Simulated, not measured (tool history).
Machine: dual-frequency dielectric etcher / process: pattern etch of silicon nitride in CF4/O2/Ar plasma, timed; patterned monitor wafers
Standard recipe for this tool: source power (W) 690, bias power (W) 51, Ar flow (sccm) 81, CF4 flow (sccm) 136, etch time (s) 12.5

run	hour	source power (W)	bias power (W)	Ar flow (sccm)	CF4 flow (sccm)	etch time (s)	read-back reference wafer on the same gauge, depth_nm	mean etch depth across the wafer (angstrom)
1	0.0	690	45	81	136	14.5	37.02	347.6
2	41.4	690	47	81	109	12.5	37.03	296.3
3	109.8	690	47	81	109	12.5	36.99	295.1
4	150.7	690	47	81	109	12.5	37.00	295.9
# hour 176.7: gauge calibrated
5	193.9	690	51	70	136	12.5	37.05	322.4
6	288.7	690	51	81	136	12.5	37.05	314.0
# hour 405.9: wet clean of the chamber
7	406.4	690	47	81	158	12.5	36.99	309.7
8	431.9	690	47	81	158	12.5	37.00	310.5
9	498.6	690	47	81	158	12.5	36.94	309.2
10	547.4	690	51	81	136	12.5	36.95	313.8
11	606.2	690	51	81	148	12.5	37.00	318.3
# hour 633.4: bias power generator calibrated
12	696.9	690	51	81	136	12.5	36.99	311.5
# hour 725.8: Ar flow controller replaced
# hour 740.3: CF4 flow controller replaced
13	748.4	850	58	66	169	12.5	37.02	402.6
# hour 786.0: source power generator calibrated
14	794.7	690	51	62	166	12.5	36.89	328.6
# hour 845.5: wet clean of the chamber
15	846.0	760	51	81	166	12.5	36.98	345.6
16	911.2	690	51	81	136	12.5	36.95	313.3
# hour 938.8: gauge calibrated
# hour 941.8: upper electrode replaced
17	994.0	690	51	81	136	12.5	36.95	310.3
18	1090.9	690	44	66	147	9.5	36.95	234.0
19	1168.2	520	51	81	150	8.5	37.10	168.5
20	1245.6	690	41	81	136	10.5	37.02	243.7

What the log doesn't show, run by run:
etch rate over this chamber's usual, %: 0 across all the runs
source power that arrives over what is set, %: 0 across all the runs
bias power that arrives over what is set, %: 0 across all the runs
Ar flow that arrives over what is set, %: 0 across all the runs
CF4 flow that arrives over what is set, %: 0 across all the runs
gauge reads high (%): 0 across all the runs

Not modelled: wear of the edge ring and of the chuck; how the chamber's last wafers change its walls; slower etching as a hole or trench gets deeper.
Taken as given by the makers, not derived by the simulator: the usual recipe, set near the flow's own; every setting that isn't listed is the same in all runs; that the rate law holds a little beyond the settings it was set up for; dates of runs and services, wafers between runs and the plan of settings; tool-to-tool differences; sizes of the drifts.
